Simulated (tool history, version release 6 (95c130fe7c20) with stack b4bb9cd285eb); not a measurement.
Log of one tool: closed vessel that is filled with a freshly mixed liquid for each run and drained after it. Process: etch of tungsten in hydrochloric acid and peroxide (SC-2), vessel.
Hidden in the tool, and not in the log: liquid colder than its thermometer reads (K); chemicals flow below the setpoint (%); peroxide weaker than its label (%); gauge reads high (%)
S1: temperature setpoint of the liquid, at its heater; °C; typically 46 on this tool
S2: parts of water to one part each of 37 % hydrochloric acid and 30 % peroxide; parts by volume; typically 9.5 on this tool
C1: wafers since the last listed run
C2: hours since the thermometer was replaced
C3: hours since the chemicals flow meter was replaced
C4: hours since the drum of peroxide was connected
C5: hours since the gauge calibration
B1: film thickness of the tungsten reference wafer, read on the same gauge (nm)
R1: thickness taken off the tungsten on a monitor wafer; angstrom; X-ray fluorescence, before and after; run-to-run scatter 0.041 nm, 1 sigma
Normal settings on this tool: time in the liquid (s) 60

Run 1, hour 0: usual settings but S1 52 °C; C1 0; C2 1553; C3 312.9; C4 673.4; C5 427.2; B1 90.04. Result: R1 126.5 angstrom.
Run 2, hour 28.6: usual settings; C1 3205; C2 1581.6; C3 341.5; C4 702; C5 455.8; B1 90.03. Result: R1 84.1 angstrom.
Run 3, hour 67.4: usual settings; C1 4348; C2 1620.4; C3 380.3; C4 740.8; C5 494.6; B1 89.96. Result: R1 83.5 angstrom.
Run 4, hour 122.1: usual settings; C1 6129; C2 1675.1; C3 435; C4 795.5; C5 549.3; B1 89.97. Result: R1 84 angstrom.
Run 5, hour 163: usual settings; C1 4583; C2 1716; C3 475.9; C4 836.4; C5 590.2; B1 89.97. Result: R1 84.2 angstrom.
Run 6, hour 233.8: usual settings; C1 7934; C2 1786.8; C3 546.7; C4 907.2; C5 661; B1 90.01. Result: R1 83.2 angstrom.
Run 7, hour 288.5: usual settings but S1 40 °C; C1 6129; C2 1841.5; C3 601.4; C4 961.9; C5 715.7; B1 89.96. Result: R1 55 angstrom.
Run 8, hour 345.8: usual settings but S2 7.5 parts by volume, time in the liquid (s) 80; C1 6421; C2 1898.8; C3 658.7; C4 1019.2; C5 773; B1 90. Result: R1 134.5 angstrom.
Run 9, hour 401.4: usual settings but S2 7.5 parts by volume, time in the liquid (s) 80; C1 6230; C2 1954.4; C3 714.3; C4 1074.8; C5 828.6; B1 90. Result: R1 134.1 angstrom.
At hour 422.2: gauge calibrated.
Run 10, hour 425.6: usual settings; C1 2711; C2 1978.6; C3 738.5; C4 1099; C5 3.4; B1 90.02. Result: R1 82.7 angstrom.
Run 11, hour 479.5: usual settings but time in the liquid (s) 50; C1 6040; C2 2032.5; C3 792.4; C4 1152.9; C5 57.3; B1 90.02. Result: R1 68.8 angstrom.
At hour 511.1: new drum of peroxide connected.
Run 12, hour 523.9: usual settings but time in the liquid (s) 50; C1 4863; C2 2076.9; C3 836.8; C4 12.8; C5 101.7; B1 90. Result: R1 66.8 angstrom.
Run 13, hour 564: usual settings but time in the liquid (s) 50; C1 4493; C2 2117; C3 876.9; C4 52.9; C5 141.8; B1 89.97. Result: R1 66.6 angstrom.
Run 14, hour 624.8: usual settings; C1 6813; C2 2177.8; C3 937.7; C4 113.7; C5 202.6; B1 90.01. Result: R1 80.7 angstrom.
Run 15, hour 683.1: usual settings; C1 6533; C2 2236.1; C3 996; C4 172; C5 260.9; B1 90. Result: R1 79.6 angstrom.
Run 16, hour 725.4: usual settings but S1 53.5 °C, S2 12.5 parts by volume, time in the liquid (s) 85; C1 4740; C2 2278.4; C3 1038.3; C4 214.3; C5 303.2; B1 89.96. Result: R1 146.8 angstrom.
At hour 771.4: new drum of peroxide connected, repeated, since the last time left the tool worse.
Run 17, hour 789.3: usual settings but S1 51 °C, S2 11 parts by volume, time in the liquid (s) 95; C1 7048; C2 2342.3; C3 1102.2; C4 17.9; C5 367.1; B1 89.98. Result: R1 171.9 angstrom.
Run 18, hour 855.1: usual settings but S1 54.5 °C, S2 7 parts by volume, time in the liquid (s) 75; C1 7373; C2 2408.1; C3 1168; C4 83.7; C5 432.9; B1 89.99. Result: R1 245.1 angstrom.
At hour 871.5: thermometer replaced.
Run 19, hour 925.1: usual settings but S2 5 parts by volume, time in the liquid (s) 35; C1 7732; C2 53.6; C3 1238; C4 153.7; C5 502.9; B1 89.99. Result: R1 83 angstrom.
Run 20, hour 976.4: usual settings but S2 13 parts by volume; C1 5748; C2 104.9; C3 1289.3; C4 205; C5 554.2; B1 90.02. Result: R1 65.8 angstrom.
Run 21, hour 1009.7: usual settings but S1 49.5 °C, S2 8 parts by volume, time in the liquid (s) 85; C1 3731; C2 138.2; C3 1322.6; C4 238.3; C5 587.5; B1 89.97. Result: R1 178.5 angstrom.
Run 22, hour 1071.9: usual settings but time in the liquid (s) 85; C1 6970; C2 200.4; C3 1384.8; C4 300.5; C5 649.7; B1 90. Result: R1 122.4 angstrom.
Run 23, hour 1121.2: usual settings; C1 5524; C2 249.7; C3 1434.1; C4 349.8; C5 699; B1 89.96. Result: R1 85.9 angstrom.
At hour 1133.5: chemicals flow meter replaced.
Run 24, hour 1192.3: usual settings but S2 7 parts by volume; C1 7855; C2 320.8; C3 58.8; C4 420.9; C5 770.1; B1 89.97. Result: R1 109.6 angstrom.
At hour 1229.5: gauge calibrated.
Run 25, hour 1240.2: usual settings but S2 7.5 parts by volume, time in the liquid (s) 80; C1 5367; C2 368.7; C3 106.7; C4 468.8; C5 10.7; B1 89.99. Result: R1 137.5 angstrom.
Run 26, hour 1278.2: usual settings but S1 39 °C, S2 12.5 parts by volume, time in the liquid (s) 40; C1 4258; C2 406.7; C3 144.7; C4 506.8; C5 48.7; B1 90.03. Result: R1 27.9 angstrom.
Run 27, hour 1326.4: usual settings but S1 52.5 °C, S2 12.5 parts by volume; C1 5401; C2 454.9; C3 192.9; C4 555; C5 96.9; B1 90. Result: R1 104.9 angstrom.
Run 28, hour 1350.7: usual settings but S1 41 °C, S2 5.5 parts by volume, time in the liquid (s) 40; C1 2723; C2 479.2; C3 217.2; C4 579.3; C5 121.2; B1 90.01. Result: R1 61.9 angstrom.
Run 29, hour 1408.6: usual settings but S1 50.5 °C, S2 12.5 parts by volume; C1 6488; C2 537.1; C3 275.1; C4 637.2; C5 179.1; B1 89.98. Result: R1 90.9 angstrom.
Run 30, hour 1444.1: usual settings but S1 42 °C, S2 5 parts by volume; C1 3978; C2 572.6; C3 310.6; C4 672.7; C5 214.6; B1 90.03. Result: R1 106.2 angstrom.

Some steps in R1, run to run, broken into two amounts with sign: the step expected even without the hidden condition (settings, incoming material, random variation), and the rest, left for the hidden condition together with whatever gauge scatter is not in both the measured and the hidden-condition-free result:
Run 7 -> 8: S1 40 -> 46, S2 9.5 -> 7.5, time in the liquid (s) 60 -> 80. R1 +79.5 angstrom: hidden state -4.1, all else +83.6.
Run 15 -> 16: S1 46 -> 53.5, S2 9.5 -> 12.5, time in the liquid (s) 60 -> 85. R1 +67.2 angstrom: hidden state -7.4, all else +74.6.
Run 16 -> 17: S1 53.5 -> 51, S2 12.5 -> 11, time in the liquid (s) 85 -> 95, new drum of peroxide connected, repeated, since the last time left the tool worse. R1 +25.1 angstrom: hidden state +14.9, all else +10.2.
Run 18 -> 19: S1 54.5 -> 46, S2 7 -> 5, time in the liquid (s) 75 -> 35, thermometer replaced. R1 -162.1 angstrom: hidden state +0.8, all else -162.9.
Run 20 -> 21: S1 46 -> 49.5, S2 13 -> 8, time in the liquid (s) 60 -> 85. R1 +112.7 angstrom: hidden state -1.5, all else +114.2.
Run 25 -> 26: S1 46 -> 39, S2 7.5 -> 12.5, time in the liquid (s) 80 -> 40. R1 -109.6 angstrom: hidden state +2.3, all else -111.9.

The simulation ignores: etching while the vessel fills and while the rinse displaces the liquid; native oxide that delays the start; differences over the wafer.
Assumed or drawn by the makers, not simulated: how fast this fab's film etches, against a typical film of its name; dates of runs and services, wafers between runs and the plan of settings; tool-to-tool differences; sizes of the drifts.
